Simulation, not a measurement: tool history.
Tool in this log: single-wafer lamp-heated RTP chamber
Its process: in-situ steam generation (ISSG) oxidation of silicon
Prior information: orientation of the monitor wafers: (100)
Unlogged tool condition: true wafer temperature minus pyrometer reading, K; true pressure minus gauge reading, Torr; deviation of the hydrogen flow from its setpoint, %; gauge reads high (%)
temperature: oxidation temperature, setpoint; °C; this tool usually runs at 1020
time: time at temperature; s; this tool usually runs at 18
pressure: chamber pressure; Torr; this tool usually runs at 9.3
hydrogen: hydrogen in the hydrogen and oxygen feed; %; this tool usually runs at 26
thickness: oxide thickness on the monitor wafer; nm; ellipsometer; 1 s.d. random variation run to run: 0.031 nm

run	hour	temperature	time	pressure	hydrogen	wafers since the last listed run	wafers since the last pyrometer calibration	hours since the pressure gauge was zeroed	hours since the hydrogen flow controller was replaced	hours since the gauge calibration	read-back reference wafer on the same gauge, thickness	thickness
1	0.0	1020	18	9.3	26	0	1486	4667.7	5213.0	105.8	6.036	5.398
2	22.2	1020	18	9.3	26	284	1770	4689.9	5235.2	128.0	6.036	5.370
3	48.5	1020	18	9.3	26	337	2108	4716.2	5261.5	154.3	6.056	5.482
4	73.9	1020	18	9.3	26	325	2433	4741.6	5286.9	179.7	6.061	5.429
# hour 180.6: pressure gauge zeroed
5	181.1	1020	18	9.3	26	1272	3705	0.5	5394.1	286.9	6.061	5.419
# hour 202.8: gauge calibrated
6	203.0	1020	18	9.3	26	280	3986	22.4	5416.0	0.2	6.045	5.451
7	235.3	1020	18	9.3	26	414	4400	54.7	5448.3	32.5	6.056	5.494
8	255.4	1020	18	9.3	26	257	4658	74.8	5468.4	52.6	6.039	5.412
9	273.3	1020	18	9.3	32	229	4888	92.7	5486.3	70.5	6.055	5.814
# hour 289.4: hydrogen flow controller replaced
10	307.5	1020	11	9.3	26	335	5224	126.9	18.1	104.7	6.030	4.404
11	319.8	1020	14	8.2	26	157	5381	139.2	30.4	117.0	6.045	4.993
# hour 388.4: pyrometer window cleaned and pyrometer calibrated
12	389.4	1035	18	7.9	26	789	12	208.8	100.0	186.6	6.050	5.905
13	418.0	1020	18	9.3	26	366	379	237.4	128.6	215.2	6.030	5.421
14	459.5	1020	18	9.3	26	532	911	278.9	170.1	256.7	6.050	5.342
15	478.1	1031	21	9.3	26	238	1149	297.5	188.7	275.3	6.050	6.135
# hour 509.8: gauge calibrated
16	511.5	1020	18	9.3	26	428	1578	330.9	222.1	1.7	6.056	5.401
17	541.9	1020	18	8.5	18	389	1968	361.3	252.5	32.1	6.053	5.028
18	556.7	1020	11	9.3	32	189	2157	376.1	267.3	46.9	6.071	4.547

Across each entry between runs, compare the hidden state at the last listed run before it with the hidden state at the first listed run after it:
Between runs 4 and 5: pressure gauge zeroed (hour 180.6)
  true wafer temperature minus pyrometer reading, K: 1.42 -> 3.04
  measured less the result without the state, thickness: +0.035 -> +0.074 nm
Between runs 5 and 6: gauge calibrated (hour 202.8)
  true wafer temperature minus pyrometer reading, K: 3.04 -> 3.45
  measured less the result without the state, thickness: +0.074 -> +0.084 nm
Between runs 9 and 10: hydrogen flow controller replaced (hour 289.4)
  true wafer temperature minus pyrometer reading, K: 4.99 -> 5.85
  measured less the result without the state, thickness: +0.131 -> +0.100 nm
Between runs 11 and 12: pyrometer window cleaned and pyrometer calibrated (hour 388.4)
  true wafer temperature minus pyrometer reading, K: 6.18 -> 1
  measured less the result without the state, thickness: +0.130 -> +0.029 nm
Between runs 15 and 16: gauge calibrated (hour 509.8)
  true wafer temperature minus pyrometer reading, K: 1.25 -> 1.47
  measured less the result without the state, thickness: +0.038 -> +0.036 nm
